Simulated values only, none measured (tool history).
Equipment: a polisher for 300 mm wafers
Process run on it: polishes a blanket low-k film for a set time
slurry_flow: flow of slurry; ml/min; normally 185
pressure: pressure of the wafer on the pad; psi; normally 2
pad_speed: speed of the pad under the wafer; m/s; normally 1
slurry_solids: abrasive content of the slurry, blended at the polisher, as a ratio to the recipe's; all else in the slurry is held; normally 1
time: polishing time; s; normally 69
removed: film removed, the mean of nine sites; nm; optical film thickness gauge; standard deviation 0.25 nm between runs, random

run     day  slurry_flow  pressure  pad_speed  slurry_solids  time  incoming thickness of the incoming film, nm  removed
  1       0          185         2          1              1    69                                        573.2     24.8
  2    1.15          185         2          1              1    69                                        570.3     24.8
  3   2.283          185         2          1              1    69                                        579.1     24.7
  4   3.279          185         2          1              1    69                                        558.3     24.6
  5   4.446          185         2          1              1    69                                        562.5     24.6
  6   5.117          185       1.5          1              1    69                                        568.2     18.8
  7   6.308          225         2          1              1    50                                        569.7     18.7
  8   7.579          185         2          1              1    69                                        571.3     24.8
  9   8.467          250         2          1              1    69                                        571.9     25.6
 10   9.129          185         2        0.9            0.7    89                                        562.1     22.9
 11  10.417          185         2          1              1    69                                        568.7     24.7
 12    11.6          185         2       0.68           1.25    79                                        574.5     24.8
 13  12.642          160       1.3        0.9              1    69                                        579.3       15
 14  13.592          140         2       0.66              1    69                                        570.9     18.6

Put back what was entered between runs (5 entries, withheld): which listed runs does each sit between, and how does the hidden state differ from the listed run before to the listed run after?
Logged between run 4 and run 5: head pressure recalibrated (day 4.288)
  the hidden state is the same at both runs
Logged between run 6 and run 7: conditioning disc replaced and pad reconditioned (day 5.979); slurry nozzle cleaned (day 6.062); worn pad replaced by a new one (day 6.288)
  the hidden state is the same at both runs
Logged between run 7 and run 8: slurry blender recalibrated (day 7.012)
  the hidden state is the same at both runs
